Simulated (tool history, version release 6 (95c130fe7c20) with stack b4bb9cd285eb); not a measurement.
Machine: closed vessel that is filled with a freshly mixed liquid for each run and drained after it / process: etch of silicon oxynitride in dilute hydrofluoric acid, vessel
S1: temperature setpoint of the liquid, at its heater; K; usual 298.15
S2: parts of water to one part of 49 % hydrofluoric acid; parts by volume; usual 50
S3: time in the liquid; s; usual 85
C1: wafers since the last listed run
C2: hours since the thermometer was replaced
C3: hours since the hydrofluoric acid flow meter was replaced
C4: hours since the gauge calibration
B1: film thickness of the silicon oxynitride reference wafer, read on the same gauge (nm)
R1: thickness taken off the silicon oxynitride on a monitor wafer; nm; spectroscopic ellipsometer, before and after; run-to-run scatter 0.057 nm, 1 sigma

{"run": 1, "hour": 0.0, "S1": 296.15, "S2": 50, "S3": 85, "C1": 0, "C2": 723.0, "C3": 903.5, "C4": 262.4, "B1": 60.0, "R1": 5.75}
{"run": 2, "hour": 30.4, "S1": 296.15, "S2": 50, "S3": 85, "C1": 2516, "C2": 753.4, "C3": 933.9, "C4": 292.8, "B1": 60.0, "R1": 5.67}
{"run": 3, "hour": 121.0, "S1": 302.15, "S2": 65, "S3": 85, "C1": 7498, "C2": 844.0, "C3": 1024.5, "C4": 383.4, "B1": 59.98, "R1": 5.79}
{"run": 4, "hour": 133.6, "S1": 298.15, "S2": 50, "S3": 85, "C1": 1042, "C2": 856.6, "C3": 1037.1, "C4": 396.0, "B1": 60.02, "R1": 6.41}
{"run": 5, "hour": 155.2, "S1": 298.15, "S2": 50, "S3": 85, "C1": 1787, "C2": 878.2, "C3": 1058.7, "C4": 417.6, "B1": 59.99, "R1": 6.5}
{"run": 6, "hour": 174.6, "S1": 298.15, "S2": 50, "S3": 85, "C1": 1605, "C2": 897.6, "C3": 1078.1, "C4": 437.0, "B1": 60.0, "R1": 6.43}
{"run": 7, "hour": 203.4, "S1": 298.15, "S2": 50, "S3": 85, "C1": 2383, "C2": 926.4, "C3": 1106.9, "C4": 465.8, "B1": 60.0, "R1": 6.43}
{"run": 8, "hour": 238.9, "S1": 298.15, "S2": 50, "S3": 85, "C1": 2938, "C2": 961.9, "C3": 1142.4, "C4": 501.3, "B1": 59.99, "R1": 6.41}
{"run": 9, "hour": 253.7, "S1": 298.15, "S2": 50, "S3": 85, "C1": 1224, "C2": 976.7, "C3": 1157.2, "C4": 516.1, "B1": 59.99, "R1": 6.47}
{"run": 10, "hour": 266.2, "S1": 298.15, "S2": 50, "S3": 85, "C1": 1034, "C2": 989.2, "C3": 1169.7, "C4": 528.6, "B1": 60.01, "R1": 6.55}
{"run": 11, "hour": 337.1, "S1": 298.15, "S2": 50, "S3": 85, "C1": 5868, "C2": 1060.1, "C3": 1240.6, "C4": 599.5, "B1": 60.01, "R1": 6.55}
{"run": 12, "hour": 351.6, "S1": 298.15, "S2": 50, "S3": 85, "C1": 1200, "C2": 1074.6, "C3": 1255.1, "C4": 614.0, "B1": 60.0, "R1": 6.52}
{"run": 13, "hour": 371.1, "S1": 298.15, "S2": 50, "S3": 85, "C1": 1613, "C2": 1094.1, "C3": 1274.6, "C4": 633.5, "B1": 60.0, "R1": 6.55}
{"run": 14, "hour": 388.0, "S1": 298.15, "S2": 50, "S3": 85, "C1": 1398, "C2": 1111.0, "C3": 1291.5, "C4": 650.4, "B1": 60.01, "R1": 6.5}
{"run": 15, "hour": 406.1, "S1": 300.15, "S2": 60, "S3": 45, "C1": 1498, "C2": 1129.1, "C3": 1309.6, "C4": 668.5, "B1": 60.02, "R1": 3.23}
{"run": 16, "hour": 429.2, "S1": 301.15, "S2": 25, "S3": 110, "C1": 1911, "C2": 1152.2, "C3": 1332.7, "C4": 691.6, "B1": 60.0, "R1": 20.26}
{"run": 17, "hour": 461.8, "S1": 298.15, "S2": 50, "S3": 85, "C1": 2698, "C2": 1184.8, "C3": 1365.3, "C4": 724.2, "B1": 59.99, "R1": 6.62}
{"run": 18, "hour": 479.9, "S1": 302.15, "S2": 60, "S3": 110, "C1": 1498, "C2": 1202.9, "C3": 1383.4, "C4": 742.3, "B1": 60.03, "R1": 8.57}
{"run": 19, "hour": 502.4, "S1": 295.65, "S2": 40, "S3": 120, "C1": 1862, "C2": 1225.4, "C3": 1405.9, "C4": 764.8, "B1": 60.01, "R1": 10.35}
{"run": 20, "hour": 535.6, "S1": 295.65, "S2": 35, "S3": 50, "C1": 2747, "C2": 1258.6, "C3": 1439.1, "C4": 798.0, "B1": 59.98, "R1": 4.96}
{"hour": 564.4, "done": "thermometer replaced"}
{"run": 21, "hour": 565.1, "S1": 298.15, "S2": 50, "S3": 130, "C1": 2358, "C2": 0.7, "C3": 1468.6, "C4": 827.5, "B1": 59.99, "R1": 8.87}
{"hour": 570.7, "done": "hydrofluoric acid flow meter replaced"}
{"hour": 586.3, "done": "gauge calibrated"}
{"run": 22, "hour": 599.3, "S1": 298.15, "S2": 50, "S3": 55, "C1": 2747, "C2": 34.9, "C3": 28.6, "C4": 13.0, "B1": 59.99, "R1": 3.8}
{"run": 23, "hour": 631.9, "S1": 298.15, "S2": 50, "S3": 125, "C1": 2698, "C2": 67.5, "C3": 61.2, "C4": 45.6, "B1": 59.98, "R1": 8.73}
{"run": 24, "hour": 648.9, "S1": 298.15, "S2": 70, "S3": 85, "C1": 1407, "C2": 84.5, "C3": 78.2, "C4": 62.6, "B1": 59.98, "R1": 4.14}
{"run": 25, "hour": 679.2, "S1": 298.15, "S2": 35, "S3": 40, "C1": 2507, "C2": 114.8, "C3": 108.5, "C4": 92.9, "B1": 60.02, "R1": 3.96}
{"run": 26, "hour": 693.0, "S1": 298.15, "S2": 70, "S3": 135, "C1": 1142, "C2": 128.6, "C3": 122.3, "C4": 106.7, "B1": 60.01, "R1": 6.72}
{"run": 27, "hour": 715.0, "S1": 298.15, "S2": 50, "S3": 85, "C1": 1820, "C2": 150.6, "C3": 144.3, "C4": 128.7, "B1": 60.02, "R1": 5.84}
{"run": 28, "hour": 742.8, "S1": 293.15, "S2": 60, "S3": 135, "C1": 2300, "C2": 178.4, "C3": 172.1, "C4": 156.5, "B1": 60.01, "R1": 6.24}
{"run": 29, "hour": 771.0, "S1": 300.65, "S2": 50, "S3": 85, "C1": 2334, "C2": 206.6, "C3": 200.3, "C4": 184.7, "B1": 60.0, "R1": 6.77}
{"run": 30, "hour": 792.6, "S1": 298.15, "S2": 50, "S3": 135, "C1": 1787, "C2": 228.2, "C3": 221.9, "C4": 206.3, "B1": 60.0, "R1": 9.46}
{"run": 31, "hour": 818.5, "S1": 298.15, "S2": 50, "S3": 85, "C1": 2143, "C2": 254.1, "C3": 247.8, "C4": 232.2, "B1": 60.01, "R1": 6.03}
{"run": 32, "hour": 839.6, "S1": 298.15, "S2": 35, "S3": 65, "C1": 1746, "C2": 275.2, "C3": 268.9, "C4": 253.3, "B1": 60.01, "R1": 6.57}
{"run": 33, "hour": 852.2, "S1": 295.65, "S2": 50, "S3": 85, "C1": 1042, "C2": 287.8, "C3": 281.5, "C4": 265.9, "B1": 60.04, "R1": 5.38}
{"run": 34, "hour": 866.0, "S1": 298.15, "S2": 50, "S3": 85, "C1": 1142, "C2": 301.6, "C3": 295.3, "C4": 279.7, "B1": 59.98, "R1": 6.05}

Per-run results on a tool with no hidden state, each run keeping its own random variation:
The hidden state here: liquid hotter than its thermometer reads (K); hydrofluoric acid flow below the setpoint (%); gauge reads high (%).
run=1 R1=5.30
run=2 R1=5.21
run=3 R1=5.30
run=4 R1=5.84
run=5 R1=5.90
run=6 R1=5.83
run=7 R1=5.82
run=8 R1=5.77
run=9 R1=5.82
run=10 R1=5.88
run=11 R1=5.84
run=12 R1=5.81
run=13 R1=5.82
run=14 R1=5.76
run=15 R1=2.87
run=16 R1=17.89
run=17 R1=5.83
run=18 R1=7.57
run=19 R1=9.04
run=20 R1=4.31
run=21 R1=8.84
run=22 R1=3.78
run=23 R1=8.65
run=24 R1=4.10
run=25 R1=3.91
run=26 R1=6.61
run=27 R1=5.73
run=28 R1=6.11
run=29 R1=6.61
run=30 R1=9.21
run=31 R1=5.86
run=32 R1=6.37
run=33 R1=5.20
run=34 R1=5.85

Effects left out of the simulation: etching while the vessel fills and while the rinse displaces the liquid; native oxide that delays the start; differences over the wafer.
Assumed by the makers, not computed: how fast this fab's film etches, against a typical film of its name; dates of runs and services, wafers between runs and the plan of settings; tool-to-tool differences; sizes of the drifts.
